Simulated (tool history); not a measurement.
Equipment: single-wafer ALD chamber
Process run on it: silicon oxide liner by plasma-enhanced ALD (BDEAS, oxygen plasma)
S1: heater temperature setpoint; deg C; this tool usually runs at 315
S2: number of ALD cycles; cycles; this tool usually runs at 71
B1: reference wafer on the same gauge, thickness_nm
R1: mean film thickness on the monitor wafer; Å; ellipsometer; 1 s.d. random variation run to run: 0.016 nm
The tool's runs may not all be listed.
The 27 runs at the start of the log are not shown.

| run | hour | S1 | S2 | B1 | R1 |
|---|---|---|---|---|---|
| 28 | 2212.3 | 325 | 66 | 6.801 | 59.16 |
| 29 | 2296.1 | 315 | 65 | 6.797 | 59.30 |
| 30 | 2351.3 | 320 | 80 | 6.804 | 72.18 |
| 31 | 2466.2 | 302 | 63 | 6.798 | 58.98 |
| 32 | 2564.9 | 315 | 71 | 6.799 | 65.05 |
| 33 | 2612.0 | 324 | 71 | 6.797 | 63.94 |
| 34 | 2666.7 | 324 | 71 | 6.795 | 64.03 |
| 35 | 2757.9 | 310 | 84 | 6.798 | 77.35 |

Run 36 has not been measured yet. What should we expect?
| 36 | 2842.0 | 305 | 84 | ? | ? |

B1: 6.803
R1: 78.31 Å
If the tool had no hidden condition, the same run with the same run-to-run variation would have returned R1 77.76 Å.
